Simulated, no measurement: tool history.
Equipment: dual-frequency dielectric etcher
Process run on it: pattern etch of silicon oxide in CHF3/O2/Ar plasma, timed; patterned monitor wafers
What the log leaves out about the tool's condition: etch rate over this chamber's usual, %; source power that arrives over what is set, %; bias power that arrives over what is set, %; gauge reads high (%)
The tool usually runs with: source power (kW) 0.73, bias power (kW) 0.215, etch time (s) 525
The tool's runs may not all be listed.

| run | day | source power (kW) | bias power (kW) | etch time (s) | wafers since the last listed run | hours since the last wet clean | hours since the last source power generator calibration | hours since the last bias power generator calibration | hours since the last upper electrode change | hours since the gauge calibration | read-back reference wafer on the same gauge, depth_nm | mean etch depth across the wafer (nm) |
|---|---|---|---|---|---|---|---|---|---|---|---|---|
| 1 | 0 | 0.73 | 0.215 | 525 | 0 | 54.9 | 739.8 | 3628.8 | 499.3 | 1270.5 | 1276.4 | 1138.5 |
| 2 | 1.725 | 0.73 | 0.215 | 525 | 89 | 96.3 | 781.2 | 3670.2 | 540.7 | 1311.9 | 1279.9 | 1142.5 |
| 3 | 3.467 | 0.73 | 0.215 | 620.5 | 89 | 138.1 | 823 | 3712 | 582.5 | 1353.7 | 1279.7 | 1360.1 |
| 4 | 7.917 | 0.73 | 0.215 | 525 | 229 | 244.9 | 929.8 | 3818.8 | 689.3 | 1460.5 | 1276.7 | 1150.5 |
| 5 | 14.838 | 0.73 | 0.238 | 525 | 357 | 411 | 1095.9 | 3984.9 | 855.4 | 1626.6 | 1280.6 | 1201.5 |
| 6 | 18.829 | 0.73 | 0.238 | 525 | 206 | 506.8 | 1191.7 | 4080.7 | 951.2 | 1722.4 | 1278.8 | 1200.6 |
|  | 20.983 | bias power generator calibrated |
|  | 21.112 | wet clean of the chamber |
| 7 | 21.142 | 0.73 | 0.238 | 525 | 104 | 0.7 | 1247.2 | 3.8 | 1006.7 | 1777.9 | 1279.9 | 1208.2 |
| 8 | 25.462 | 0.73 | 0.215 | 525 | 223 | 104.4 | 1350.9 | 107.5 | 1110.4 | 1881.6 | 1281.8 | 1145.2 |
| 9 | 28.567 | 0.73 | 0.215 | 525 | 160 | 178.9 | 1425.4 | 182 | 1184.9 | 1956.1 | 1278.6 | 1153.9 |
|  | 30.275 | source power generator calibrated |
| 10 | 31.533 | 0.73 | 0.215 | 525 | 144 | 250.1 | 30.2 | 253.2 | 1256.1 | 2027.3 | 1281.1 | 1156.1 |
|  | 32.25 | gauge calibrated |
| 11 | 35.7 | 0.73 | 0.215 | 525 | 215 | 350.1 | 130.2 | 353.2 | 1356.1 | 82.8 | 1283 | 1161.7 |
| 12 | 39.283 | 0.73 | 0.215 | 525 | 185 | 436.1 | 216.2 | 439.2 | 1442.1 | 168.8 | 1280.2 | 1154 |
| 13 | 41.479 | 0.73 | 0.215 | 525 | 113 | 488.8 | 268.9 | 491.9 | 1494.8 | 221.5 | 1282 | 1153.6 |
| 14 | 43.838 | 0.73 | 0.215 | 525 | 121 | 545.4 | 325.5 | 548.5 | 1551.4 | 278.1 | 1283.6 | 1149.9 |

For run 15, what comes out?
|  | 45.925 | wet clean of the chamber |
| 15 | 47.488 | 0.73 | 0.176 | 475 | 136 | 37.5 | 413.1 | 636.1 | 1639 | 365.7 | ? | ? |

For run 15 the tool returned read-back reference wafer on the same gauge, depth_nm 1280.3, mean etch depth across the wafer (nm) 943.8.
Without the tool's hidden state the same run would have given mean etch depth across the wafer (nm) 943.8.
